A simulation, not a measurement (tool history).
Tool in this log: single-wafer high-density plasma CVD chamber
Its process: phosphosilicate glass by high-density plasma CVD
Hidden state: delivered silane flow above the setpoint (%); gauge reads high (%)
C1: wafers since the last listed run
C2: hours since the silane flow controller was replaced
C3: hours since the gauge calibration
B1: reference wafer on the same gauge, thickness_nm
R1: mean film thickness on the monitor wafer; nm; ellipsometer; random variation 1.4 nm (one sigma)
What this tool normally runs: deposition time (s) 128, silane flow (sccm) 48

run 1 hour=0 | deposition_time_(s)=139 silane_flow_(sccm)=48 | C1=0 C2=3857.6 C3=715.8 | B1=797.875 | R1=743.292
run 2 hour=32.7 | deposition_time_(s)=139 silane_flow_(sccm)=48 | C1=405 C2=3890.3 C3=748.5 | B1=798.212 | R1=743.278
run 3 hour=58.7 | deposition_time_(s)=109 silane_flow_(sccm)=48 | C1=322 C2=3916.3 C3=774.5 | B1=797.966 | R1=582.387
run 4 hour=128.5 | deposition_time_(s)=134 silane_flow_(sccm)=48 | C1=865 C2=3986.1 C3=844.3 | B1=797.794 | R1=716.499
run 5 hour=159.3 | deposition_time_(s)=134 silane_flow_(sccm)=48 | C1=381 C2=4016.9 C3=875.1 | B1=798.004 | R1=714.001
run 6 hour=223.3 | deposition_time_(s)=134 silane_flow_(sccm)=48 | C1=793 C2=4080.9 C3=939.1 | B1=797.874 | R1=716.273
run 7 hour=257.5 | deposition_time_(s)=128 silane_flow_(sccm)=40 | C1=423 C2=4115.1 C3=973.3 | B1=798.163 | R1=568.768
run 8 hour=322.1 | deposition_time_(s)=128 silane_flow_(sccm)=48 | C1=800 C2=4179.7 C3=1037.9 | B1=798.294 | R1=684.067
run 9 hour=521.3 | deposition_time_(s)=128 silane_flow_(sccm)=48 | C1=2468 C2=4378.9 C3=1237.1 | B1=797.953 | R1=682.635
run 10 hour=574 | deposition_time_(s)=128 silane_flow_(sccm)=52 | C1=653 C2=4431.6 C3=1289.8 | B1=797.934 | R1=740.695
run 11 hour=625.3 | deposition_time_(s)=128 silane_flow_(sccm)=52 | C1=635 C2=4482.9 C3=1341.1 | B1=798.321 | R1=740.604
run 12 hour=670.7 | deposition_time_(s)=128 silane_flow_(sccm)=48 | C1=562 C2=4528.3 C3=1386.5 | B1=797.904 | R1=686.133
run 13 hour=708.1 | deposition_time_(s)=128 silane_flow_(sccm)=48 | C1=463 C2=4565.7 C3=1423.9 | B1=798.13 | R1=684.69
run 14 hour=777.3 | deposition_time_(s)=128 silane_flow_(sccm)=48 | C1=857 C2=4634.9 C3=1493.1 | B1=797.888 | R1=683.908
run 15 hour=813.5 | deposition_time_(s)=128 silane_flow_(sccm)=48 | C1=448 C2=4671.1 C3=1529.3 | B1=798.058 | R1=683.947
run 16 hour=949.8 | deposition_time_(s)=144 silane_flow_(sccm)=40 | C1=1689 C2=4807.4 C3=1665.6 | B1=798.266 | R1=641.659
run 17 hour=994.6 | deposition_time_(s)=128 silane_flow_(sccm)=48 | C1=555 C2=4852.2 C3=1710.4 | B1=798.041 | R1=680.363
run 18 hour=1059.5 | deposition_time_(s)=128 silane_flow_(sccm)=48 | C1=804 C2=4917.1 C3=1775.3 | B1=797.904 | R1=683.06
run 19 hour=1107.9 | deposition_time_(s)=128 silane_flow_(sccm)=46 | C1=599 C2=4965.5 C3=1823.7 | B1=798.043 | R1=655.527
-- hour=1132.3 silane flow controller replaced
run 20 hour=1161.8 | deposition_time_(s)=128 silane_flow_(sccm)=46 | C1=568 C2=29.5 C3=1877.6 | B1=797.636 | R1=685.842
run 21 hour=1208.2 | deposition_time_(s)=128 silane_flow_(sccm)=48 | C1=575 C2=75.9 C3=1924 | B1=797.701 | R1=713.638
run 22 hour=1259.1 | deposition_time_(s)=128 silane_flow_(sccm)=48 | C1=630 C2=126.8 C3=1974.9 | B1=798.021 | R1=716.001
run 23 hour=1300.8 | deposition_time_(s)=128 silane_flow_(sccm)=48 | C1=516 C2=168.5 C3=2016.6 | B1=797.958 | R1=711.793
run 24 hour=1354.9 | deposition_time_(s)=128 silane_flow_(sccm)=48 | C1=670 C2=222.6 C3=2070.7 | B1=797.867 | R1=709.761
run 25 hour=1410.1 | deposition_time_(s)=108 silane_flow_(sccm)=52 | C1=684 C2=277.8 C3=2125.9 | B1=798.051 | R1=648.992
run 26 hour=1534.6 | deposition_time_(s)=128 silane_flow_(sccm)=44 | C1=1543 C2=402.3 C3=2250.4 | B1=797.666 | R1=649.457
run 27 hour=1558.7 | deposition_time_(s)=109 silane_flow_(sccm)=51 | C1=298 C2=426.4 C3=2274.5 | B1=798.026 | R1=638.949
-- hour=1573.3 gauge calibrated
run 28 hour=1591 | deposition_time_(s)=139 silane_flow_(sccm)=40 | C1=400 C2=458.7 C3=17.7 | B1=797.91 | R1=639.377
run 29 hour=1748.4 | deposition_time_(s)=128 silane_flow_(sccm)=48 | C1=1950 C2=616.1 C3=175.1 | B1=798.297 | R1=705.034
run 30 hour=1800.9 | deposition_time_(s)=120 silane_flow_(sccm)=40 | C1=650 C2=668.6 C3=227.6 | B1=798.397 | R1=551.837
run 31 hour=1857.3 | deposition_time_(s)=111 silane_flow_(sccm)=53 | C1=698 C2=725 C3=284 | B1=797.822 | R1=672.779
run 32 hour=1902.7 | deposition_time_(s)=128 silane_flow_(sccm)=48 | C1=562 C2=770.4 C3=329.4 | B1=797.984 | R1=704.239
run 33 hour=1929.8 | deposition_time_(s)=112 silane_flow_(sccm)=48 | C1=335 C2=797.5 C3=356.5 | B1=798.114 | R1=613.088
run 34 hour=2044.1 | deposition_time_(s)=146 silane_flow_(sccm)=43 | C1=1416 C2=911.8 C3=470.8 | B1=798.173 | R1=714.178
run 35 hour=2087 | deposition_time_(s)=149 silane_flow_(sccm)=43 | C1=531 C2=954.7 C3=513.7 | B1=798.01 | R1=728.124
run 36 hour=2112.9 | deposition_time_(s)=116 silane_flow_(sccm)=54 | C1=320 C2=980.6 C3=539.6 | B1=797.673 | R1=713.07
run 37 hour=2194 | deposition_time_(s)=128 silane_flow_(sccm)=48 | C1=1005 C2=1061.7 C3=620.7 | B1=798.012 | R1=700.78
run 38 hour=2227 | deposition_time_(s)=137 silane_flow_(sccm)=48 | C1=408 C2=1094.7 C3=653.7 | B1=797.962 | R1=747.876
run 39 hour=2274.2 | deposition_time_(s)=143 silane_flow_(sccm)=39 | C1=584 C2=1141.9 C3=700.9 | B1=797.908 | R1=631.122
run 40 hour=2302.7 | deposition_time_(s)=114 silane_flow_(sccm)=52 | C1=353 C2=1170.4 C3=729.4 | B1=798.058 | R1=672.007
run 41 hour=2353.4 | deposition_time_(s)=146 silane_flow_(sccm)=45 | C1=628 C2=1221.1 C3=780.1 | B1=798.302 | R1=746.892
run 42 hour=2380.7 | deposition_time_(s)=104 silane_flow_(sccm)=48 | C1=338 C2=1248.4 C3=807.4 | B1=798.134 | R1=565.463
run 43 hour=2446.1 | deposition_time_(s)=135 silane_flow_(sccm)=45 | C1=810 C2=1313.8 C3=872.8 | B1=797.988 | R1=687.739
run 44 hour=2495.4 | deposition_time_(s)=142 silane_flow_(sccm)=41 | C1=611 C2=1363.1 C3=922.1 | B1=798.064 | R1=659.35
run 45 hour=2565.3 | deposition_time_(s)=128 silane_flow_(sccm)=48 | C1=866 C2=1433 C3=992 | B1=798.291 | R1=696.589
run 46 hour=2636.7 | deposition_time_(s)=149 silane_flow_(sccm)=54 | C1=884 C2=1504.4 C3=1063.4 | B1=797.876 | R1=907.538
run 47 hour=2718 | deposition_time_(s)=128 silane_flow_(sccm)=48 | C1=1007 C2=1585.7 C3=1144.7 | B1=797.795 | R1=694.307

Measured minus without-hidden-state, run by run (identical run-to-run variation in each term; gauge scatter may differ):
run=1 R1=-36.984
run=2 R1=-37.048
run=3 R1=-29.069
run=4 R1=-35.891
run=5 R1=-35.821
run=6 R1=-36.044
run=7 R1=-28.667
run=8 R1=-34.578
run=9 R1=-34.788
run=10 R1=-37.821
run=11 R1=-37.887
run=12 R1=-35.156
run=13 R1=-35.126
run=14 R1=-35.166
run=15 R1=-35.209
run=16 R1=-33.167
run=17 R1=-35.211
run=18 R1=-35.412
run=19 R1=-34.028
run=20 R1=-3.661
run=21 R1=-4.798
run=22 R1=-5.873
run=23 R1=-6.676
run=24 R1=-7.711
run=25 R1=-8.002
run=26 R1=-10.042
run=27 R1=-10.25
run=28 R1=-10.745
run=29 R1=-14.328
run=30 R1=-11.821
run=31 R1=-15.181
run=32 R1=-16.519
run=33 R1=-14.7
run=34 R1=-18.625
run=35 R1=-19.536
run=36 R1=-19.449
run=37 R1=-20.057
run=38 R1=-21.799
run=39 R1=-18.861
run=40 R1=-20.375
run=41 R1=-23.21
run=42 R1=-17.796
run=43 R1=-22.28
run=44 R1=-21.802
run=45 R1=-23.673
run=46 R1=-31.654
run=47 R1=-24.893
